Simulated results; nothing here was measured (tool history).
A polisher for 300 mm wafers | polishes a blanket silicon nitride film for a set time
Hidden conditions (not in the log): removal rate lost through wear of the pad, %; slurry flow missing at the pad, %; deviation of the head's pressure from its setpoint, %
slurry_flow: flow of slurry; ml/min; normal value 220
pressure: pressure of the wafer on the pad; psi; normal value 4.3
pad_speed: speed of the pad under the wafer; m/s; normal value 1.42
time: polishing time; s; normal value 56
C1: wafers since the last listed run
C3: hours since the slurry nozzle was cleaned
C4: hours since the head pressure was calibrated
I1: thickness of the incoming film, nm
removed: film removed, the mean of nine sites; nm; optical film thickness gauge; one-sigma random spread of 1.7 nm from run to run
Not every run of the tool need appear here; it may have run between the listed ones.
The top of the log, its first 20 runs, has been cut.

{"run": 21, "hour": 1565.3, "slurry_flow": 220, "pressure": 5.1, "pad_speed": 1.42, "time": 67, "C1": 633, "wafers polished on this pad": 4809, "C3": 345.3, "C4": 111.2, "I1": 448.7, "removed": 231.4}
{"run": 22, "hour": 1626.9, "slurry_flow": 150, "pressure": 3.5, "pad_speed": 1.64, "time": 56, "C1": 634, "wafers polished on this pad": 5443, "C3": 406.9, "C4": 172.8, "I1": 444.5, "removed": 143.1}
{"run": 23, "hour": 1700.2, "slurry_flow": 180, "pressure": 4.3, "pad_speed": 1.1, "time": 56, "C1": 754, "wafers polished on this pad": 6198, "C3": 480.2, "C4": 246.1, "I1": 442.3, "removed": 129.8}
{"run": 24, "hour": 1793.5, "slurry_flow": 220, "pressure": 4.3, "pad_speed": 1.42, "time": 56, "C1": 960, "wafers polished on this pad": 7159, "C3": 573.5, "C4": 339.4, "I1": 444.9, "removed": 165.9}
{"hour": 1885.2, "done": "worn pad replaced by a new one"}
{"run": 25, "hour": 1888.5, "slurry_flow": 220, "pressure": 4.3, "pad_speed": 1.42, "time": 56, "C1": 936, "wafers polished on this pad": 33, "C3": 668.5, "C4": 434.4, "I1": 443.9, "removed": 166}
{"run": 26, "hour": 1927.1, "slurry_flow": 220, "pressure": 4.8, "pad_speed": 1.26, "time": 56, "C1": 397, "wafers polished on this pad": 431, "C3": 707.1, "C4": 473, "I1": 436.8, "removed": 162.7}
{"run": 27, "hour": 1985.1, "slurry_flow": 220, "pressure": 4.3, "pad_speed": 1.72, "time": 36, "C1": 597, "wafers polished on this pad": 1028, "C3": 765.1, "C4": 531, "I1": 435.6, "removed": 122.3}
{"hour": 2006.4, "done": "slurry nozzle cleaned"}
{"run": 28, "hour": 2051.3, "slurry_flow": 220, "pressure": 4.3, "pad_speed": 1.42, "time": 56, "C1": 671, "wafers polished on this pad": 1699, "C3": 44.9, "C4": 597.2, "I1": 444.2, "removed": 170.9}
{"hour": 2087.8, "done": "head pressure recalibrated"}
{"run": 29, "hour": 2155.3, "slurry_flow": 175, "pressure": 4.3, "pad_speed": 1.42, "time": 49, "C1": 1050, "wafers polished on this pad": 2749, "C3": 148.9, "C4": 67.5, "I1": 439.3, "removed": 142.8}
{"run": 30, "hour": 2240.7, "slurry_flow": 290, "pressure": 5.3, "pad_speed": 1.16, "time": 66, "C1": 879, "wafers polished on this pad": 3628, "C3": 234.3, "C4": 152.9, "I1": 441.2, "removed": 209.5}
{"run": 31, "hour": 2328.6, "slurry_flow": 220, "pressure": 4.3, "pad_speed": 1.42, "time": 56, "C1": 904, "wafers polished on this pad": 4533, "C3": 322.2, "C4": 240.8, "I1": 447.4, "removed": 164.1}
{"run": 32, "hour": 2415.1, "slurry_flow": 220, "pressure": 4.3, "pad_speed": 1.42, "time": 56, "C1": 890, "wafers polished on this pad": 5424, "C3": 408.7, "C4": 327.3, "I1": 442.7, "removed": 165}
{"hour": 2508.1, "done": "worn pad replaced by a new one"}
{"run": 33, "hour": 2509.2, "slurry_flow": 220, "pressure": 4.3, "pad_speed": 1.42, "time": 56, "C1": 927, "wafers polished on this pad": 11, "C3": 502.8, "C4": 421.4, "I1": 436.7, "removed": 163.6}
{"run": 34, "hour": 2563.2, "slurry_flow": 220, "pressure": 5, "pad_speed": 1.9, "time": 56, "C1": 555, "wafers polished on this pad": 567, "C3": 556.8, "C4": 475.4, "I1": 440.6, "removed": 237.2}
{"run": 35, "hour": 2612.4, "slurry_flow": 150, "pressure": 4.3, "pad_speed": 1.86, "time": 56, "C1": 506, "wafers polished on this pad": 1073, "C3": 606, "C4": 524.6, "I1": 432.5, "removed": 191.9}
{"run": 36, "hour": 2697.3, "slurry_flow": 220, "pressure": 5.2, "pad_speed": 1.22, "time": 56, "C1": 874, "wafers polished on this pad": 1947, "C3": 690.9, "C4": 609.5, "I1": 437.7, "removed": 177.6}
{"run": 37, "hour": 2747.4, "slurry_flow": 220, "pressure": 4.3, "pad_speed": 1.86, "time": 56, "C1": 515, "wafers polished on this pad": 2463, "C3": 741, "C4": 659.6, "I1": 437.2, "removed": 201.6}
{"hour": 2750.0, "done": "head pressure recalibrated"}
{"run": 38, "hour": 2825.7, "slurry_flow": 220, "pressure": 4.3, "pad_speed": 1.42, "time": 56, "C1": 785, "wafers polished on this pad": 3249, "C3": 819.3, "C4": 75.7, "I1": 440.6, "removed": 163.1}

What if the next run were any one of these 3? Each begins from the tool's condition after run 38:
{"run": "A", "hour": 2826.1, "slurry_flow": 290, "pressure": 4.3, "pad_speed": 1.42, "time": 56, "C1": 4, "wafers polished on this pad": 3253, "C3": 819.7, "C4": 76.1, "I1": 442.9, "removed": "?"}
{"run": "B", "hour": 2826.1, "slurry_flow": 295, "pressure": 4.3, "pad_speed": 1.42, "time": 56, "C1": 4, "wafers polished on this pad": 3253, "C3": 819.7, "C4": 76.1, "I1": 442.9, "removed": "?"}
{"run": "C", "hour": 2826.1, "slurry_flow": 270, "pressure": 4.3, "pad_speed": 1.68, "time": 67, "C1": 4, "wafers polished on this pad": 3253, "C3": 819.7, "C4": 76.1, "I1": 442.9, "removed": "?"}

run=A removed=164.6
run=B removed=164.8
run=C removed=223.6
Take away the tool's hidden state, keep each run's random variation, and the runs would have read:
run=A removed=171.2
run=B removed=171.4
run=C removed=233
